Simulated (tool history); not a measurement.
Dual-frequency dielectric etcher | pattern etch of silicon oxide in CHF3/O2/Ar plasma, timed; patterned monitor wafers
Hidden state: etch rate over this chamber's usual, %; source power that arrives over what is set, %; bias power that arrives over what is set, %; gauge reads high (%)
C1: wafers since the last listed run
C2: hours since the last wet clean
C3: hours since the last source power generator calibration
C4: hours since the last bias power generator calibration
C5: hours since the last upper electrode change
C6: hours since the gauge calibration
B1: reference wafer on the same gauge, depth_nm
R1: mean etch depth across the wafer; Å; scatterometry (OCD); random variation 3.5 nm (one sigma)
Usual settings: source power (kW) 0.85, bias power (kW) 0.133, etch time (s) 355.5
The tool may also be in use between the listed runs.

Run 1, hour 0: usual settings but source power (kW) 1, etch time (s) 431; C1 0; C2 381.8; C3 3524.9; C4 4011.4; C5 4375.5; C6 197.2; B1 839.3. Result: R1 9876 Å.
Run 2, hour 14.2: usual settings but source power (kW) 1, etch time (s) 431; C1 86; C2 396; C3 3539.1; C4 4025.6; C5 4389.7; C6 211.4; B1 839.5. Result: R1 9873 Å.
Run 3, hour 91.9: usual settings but source power (kW) 0.72; C1 471; C2 473.7; C3 3616.8; C4 4103.3; C5 4467.4; C6 289.1; B1 841.7. Result: R1 7055 Å.
Run 4, hour 126: usual settings but source power (kW) 0.96; C1 207; C2 507.8; C3 3650.9; C4 4137.4; C5 4501.5; C6 323.2; B1 842.4. Result: R1 8028 Å.
Run 5, hour 146.9: usual settings but etch time (s) 380; C1 126; C2 528.7; C3 3671.8; C4 4158.3; C5 4522.4; C6 344.1; B1 842.2. Result: R1 8172 Å.
At hour 232.9: wet clean of the chamber.
Run 6, hour 233.4: usual settings but etch time (s) 380; C1 379; C2 0.5; C3 3758.3; C4 4244.8; C5 4608.9; C6 430.6; B1 843.6. Result: R1 8098 Å.
Run 7, hour 243.6: usual settings but bias power (kW) 0.108, etch time (s) 318.5; C1 61; C2 10.7; C3 3768.5; C4 4255; C5 4619.1; C6 440.8; B1 843.1. Result: R1 6345 Å.
Run 8, hour 255.6: usual settings; C1 72; C2 22.7; C3 3780.5; C4 4267; C5 4631.1; C6 452.8; B1 843.4. Result: R1 7608 Å.
At hour 272.3: gauge calibrated.
At hour 275: bias power generator calibrated.
Run 9, hour 277.6: usual settings; C1 109; C2 44.7; C3 3802.5; C4 2.6; C5 4653.1; C6 5.3; B1 830.7. Result: R1 7485 Å.
At hour 317.3: upper electrode replaced.
Run 10, hour 317.8: usual settings but source power (kW) 0.78; C1 98; C2 84.9; C3 3842.7; C4 42.8; C5 0.5; C6 45.5; B1 833.2. Result: R1 7235 Å.
Run 11, hour 333.4: usual settings but source power (kW) 0.76, bias power (kW) 0.119; C1 94; C2 100.5; C3 3858.3; C4 58.4; C5 16.1; C6 61.1; B1 835.2. Result: R1 6869 Å.
Run 12, hour 359.7: usual settings but source power (kW) 0.74; C1 159; C2 126.8; C3 3884.6; C4 84.7; C5 42.4; C6 87.4; B1 835.2. Result: R1 7066 Å.
Run 13, hour 376.9: usual settings but etch time (s) 274; C1 104; C2 144; C3 3901.8; C4 101.9; C5 59.6; C6 104.6; B1 836.3. Result: R1 5819 Å.
Run 14, hour 412.1: usual settings; C1 213; C2 179.2; C3 3937; C4 137.1; C5 94.8; C6 139.8; B1 839.6. Result: R1 7570 Å.
At hour 427.8: source power generator calibrated.
Run 15, hour 430.1: usual settings but source power (kW) 0.79, bias power (kW) 0.111, etch time (s) 421; C1 85; C2 197.2; C3 2.3; C4 155.1; C5 112.8; C6 157.8; B1 838.8. Result: R1 8123 Å.
Run 16, hour 484.2: usual settings but bias power (kW) 0.165, etch time (s) 262; C1 328; C2 251.3; C3 56.4; C4 209.2; C5 166.9; C6 211.9; B1 840. Result: R1 6028 Å.
Run 17, hour 512.3: usual settings; C1 170; C2 279.4; C3 84.5; C4 237.3; C5 195; C6 240; B1 842. Result: R1 7597 Å.
Run 18, hour 543.4: usual settings but source power (kW) 0.96, bias power (kW) 0.142, etch time (s) 402.5; C1 188; C2 310.5; C3 115.6; C4 268.4; C5 226.1; C6 271.1; B1 840.6. Result: R1 9290 Å.

Hidden state at the last listed run before each entry between runs and at the first one after, where it differs:
Between runs 5 and 6: wet clean of the chamber (hour 232.9)
  gauge reads high (%): 1.52 -> 1.58
  measured less the result without the state, R1: +122 -> +127 Å
Between runs 8 and 9: gauge calibrated (hour 272.3); bias power generator calibrated (hour 275)
  gauge reads high (%): 1.59 -> -0.0223
  measured less the result without the state, R1: +120 -> -1 Å
Between runs 9 and 10: upper electrode replaced (hour 317.3)
  gauge reads high (%): -0.0223 -> 0.401
  measured less the result without the state, R1: -1 -> +29 Å
Between runs 14 and 15: source power generator calibrated (hour 427.8)
  gauge reads high (%): 1.02 -> 1.09
  measured less the result without the state, R1: +77 -> +88 Å

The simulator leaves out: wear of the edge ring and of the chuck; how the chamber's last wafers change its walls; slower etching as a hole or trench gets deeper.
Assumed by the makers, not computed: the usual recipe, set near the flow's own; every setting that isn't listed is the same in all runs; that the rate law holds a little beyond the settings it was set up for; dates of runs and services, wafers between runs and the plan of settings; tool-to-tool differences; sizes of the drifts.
